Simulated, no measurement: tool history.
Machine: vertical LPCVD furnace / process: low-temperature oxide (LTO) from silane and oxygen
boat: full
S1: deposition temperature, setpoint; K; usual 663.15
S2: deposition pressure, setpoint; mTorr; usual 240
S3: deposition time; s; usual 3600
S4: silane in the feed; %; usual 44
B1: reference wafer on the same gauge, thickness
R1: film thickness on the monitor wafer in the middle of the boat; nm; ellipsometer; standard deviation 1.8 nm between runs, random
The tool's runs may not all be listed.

run	hour	S1	S2	S3	S4	B1	R1
1	0	663.15	240	4650	40	703.09	701.37
2	72.5	663.15	240	4650	44	703	786.95
3	116.6	663.15	240	4650	44	702.77	788.19
4	200.9	663.15	240	3600	44	703.06	613.48
5	452.6	663.15	240	3600	44	703.19	617.75
6	492.3	663.15	240	3600	44	703.05	614.78
7	631.6	663.15	240	3600	44	703.09	619.95
8	699.5	663.15	240	3600	44	702.86	620.3
9	738.2	663.15	240	3600	44	702.96	621.71
# hour 770.4: silane flow controller replaced
10	811.9	663.15	210	3600	44	702.99	544.3
11	905.1	663.15	240	3600	44	703.1	622.89
12	995.2	663.15	240	3600	44	702.94	622.97
# hour 1033.8: pressure gauge zeroed
13	1074.8	663.15	240	3600	44	703.28	624.74
14	1136.8	656.15	240	4650	44	702.98	748
15	1211.4	658.15	190	2640	36	702.98	269.22
16	1266.5	663.15	240	3600	48	702.75	687.19
17	1362.5	663.15	240	3600	44	703.02	630.2
18	1417.1	666.15	195	3600	36	702.75	414.47
# hour 1466: thermocouples replaced and temperature profile calibrated
# hour 1480.6: gauge calibrated
19	1503.4	663.15	240	3600	44	703	607.83
20	1563.4	663.15	240	3600	44	702.9	606.09
21	1665.2	656.15	240	4650	44	703.02	725.42
22	1701.5	669.15	200	3600	48	702.6	592.46
23	1748.3	659.15	295	4950	41	703.43	905.54
24	1852.2	663.15	240	3600	44	702.74	613.48
25	1949.7	663.15	240	3600	44	703.17	617.04
26	2027.8	663.15	240	3600	44	702.8	611.22
27	2113.9	659.15	220	4290	38	702.86	539.92
28	2213.9	663.15	215	3600	50	702.7	626.16
29	2285.7	670.15	240	4350	50	703	911.75
30	2391	668.15	240	3600	50	703.14	741.33
31	2496.4	663.15	240	3600	44	703.22	622.61
32	2540.1	655.15	240	5010	44	702.84	794.26

3 options for the next run, each taken on its own from the tool as it stands now. Forecast them:
A	2545.2	663.15	240	3600	44	?	?
B	2545.2	663.15	255	3060	44	?	?
C	2545.2	663.15	240	3960	44	?	?

run	B1	R1
A	703.39	621.1
B	703.39	560.93
C	703.39	683.21
Without the tool's unlogged condition, the same runs would have read:
run	R1
A	602.82
B	544.42
C	663.11
